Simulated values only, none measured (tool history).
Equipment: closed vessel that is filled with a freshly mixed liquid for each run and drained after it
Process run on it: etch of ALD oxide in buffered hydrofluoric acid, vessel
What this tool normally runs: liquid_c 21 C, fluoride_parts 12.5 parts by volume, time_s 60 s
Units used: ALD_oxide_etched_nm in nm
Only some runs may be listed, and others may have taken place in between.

| run | hour | liquid_c | fluoride_parts | time_s | wafers since the last listed run | hours since the thermometer was replaced | hours since the hydrofluoric acid flow meter was replaced | hours since the gauge calibration | read-back film thickness of the ALD oxide reference wafer, read on the same gauge (nm) | ALD_oxide_etched_nm |
|---|---|---|---|---|---|---|---|---|---|---|
| 1 | 0 | 21 | 12.5 | 60 | 0 | 833.6 | 1433.6 | 228.4 | 89.97 | 107.97 |
| 2 | 23.3 | 21 | 12.5 | 60 | 1696 | 856.9 | 1456.9 | 251.7 | 89.99 | 107.38 |
| 3 | 49.1 | 21 | 11 | 60 | 1878 | 882.7 | 1482.7 | 277.5 | 90.04 | 119.75 |
| 4 | 69 | 24 | 12.5 | 60 | 1448 | 902.6 | 1502.6 | 297.4 | 90 | 125.76 |
| 5 | 110.9 | 24 | 12.5 | 60 | 3050 | 944.5 | 1544.5 | 339.3 | 89.98 | 127.22 |
| 6 | 138 | 21 | 12.5 | 60 | 1972 | 971.6 | 1571.6 | 366.4 | 90.02 | 106.77 |
| 7 | 167.2 | 21 | 12.5 | 60 | 2125 | 1000.8 | 1600.8 | 395.6 | 90 | 104.69 |
| 8 | 192.4 | 21 | 12.5 | 60 | 1834 | 1026 | 1626 | 420.8 | 89.99 | 105.38 |
| 9 | 218.1 | 21 | 12.5 | 60 | 1871 | 1051.7 | 1651.7 | 446.5 | 90.01 | 104.56 |
| 10 | 239.9 | 21 | 14.5 | 60 | 1587 | 1073.5 | 1673.5 | 468.3 | 89.99 | 92.35 |
| 11 | 258 | 21 | 14.5 | 60 | 1317 | 1091.6 | 1691.6 | 486.4 | 90.01 | 91.33 |
| 12 | 272.9 | 21 | 12.5 | 60 | 1084 | 1106.5 | 1706.5 | 501.3 | 90 | 106.16 |
|  | 330.7 | hydrofluoric acid flow meter replaced |
|  | 340.9 | gauge calibrated |
| 13 | 347.4 | 21 | 12.5 | 30 | 5351 | 1181 | 16.7 | 6.5 | 90 | 49.55 |
| 14 | 377.6 | 21 | 12.5 | 35 | 2198 | 1211.2 | 46.9 | 36.7 | 90.01 | 57.7 |
| 15 | 393.5 | 21 | 12.5 | 75 | 1157 | 1227.1 | 62.8 | 52.6 | 89.98 | 121.17 |
| 16 | 413.7 | 25.5 | 15 | 80 | 1470 | 1247.3 | 83 | 72.8 | 89.99 | 140.36 |
|  | 434.4 | hydrofluoric acid flow meter replaced, repeated, since the last time left the tool worse |
| 17 | 434.9 | 21 | 8 | 35 | 1470 | 1268.5 | 0.5 | 94 | 90.03 | 100.68 |
|  | 438.3 | thermometer replaced |
| 18 | 464.3 | 19.5 | 14 | 60 | 2067 | 26 | 29.9 | 123.4 | 90.03 | 95.1 |
| 19 | 494.2 | 21 | 12.5 | 60 | 2176 | 55.9 | 59.8 | 153.3 | 90.02 | 115.22 |
| 20 | 515.8 | 21 | 12.5 | 60 | 1572 | 77.5 | 81.4 | 174.9 | 89.96 | 115.04 |
| 21 | 532.8 | 24 | 17 | 80 | 1237 | 94.5 | 98.4 | 191.9 | 90 | 133.68 |
| 22 | 552.4 | 21 | 10 | 30 | 1426 | 114.1 | 118 | 211.5 | 90.02 | 70.22 |

4 options for the next run, each taken on its own from the tool as it stands now. Forecast them:
| A | 553.1 | 21 | 12.5 | 45 | 50 | 114.8 | 118.7 | 212.2 | ? | ? |
| B | 553.1 | 18.5 | 12.5 | 95 | 50 | 114.8 | 118.7 | 212.2 | ? | ? |
| C | 553.1 | 17.5 | 9 | 85 | 50 | 114.8 | 118.7 | 212.2 | ? | ? |
| D | 553.1 | 17.5 | 9.5 | 45 | 50 | 114.8 | 118.7 | 212.2 | ? | ? |

| run | read-back film thickness of the ALD oxide reference wafer, read on the same gauge (nm) | ALD_oxide_etched_nm |
|---|---|---|
| A | 90.02 | 85.68 |
| B | 90.02 | 157.19 |
| C | 90.02 | 177.1 |
| D | 90.02 | 90.62 |
Without the tool's hidden state the same runs would have given:
| run | ALD_oxide_etched_nm |
|---|---|
| A | 86.38 |
| B | 158.49 |
| C | 178.04 |
| D | 91.1 |

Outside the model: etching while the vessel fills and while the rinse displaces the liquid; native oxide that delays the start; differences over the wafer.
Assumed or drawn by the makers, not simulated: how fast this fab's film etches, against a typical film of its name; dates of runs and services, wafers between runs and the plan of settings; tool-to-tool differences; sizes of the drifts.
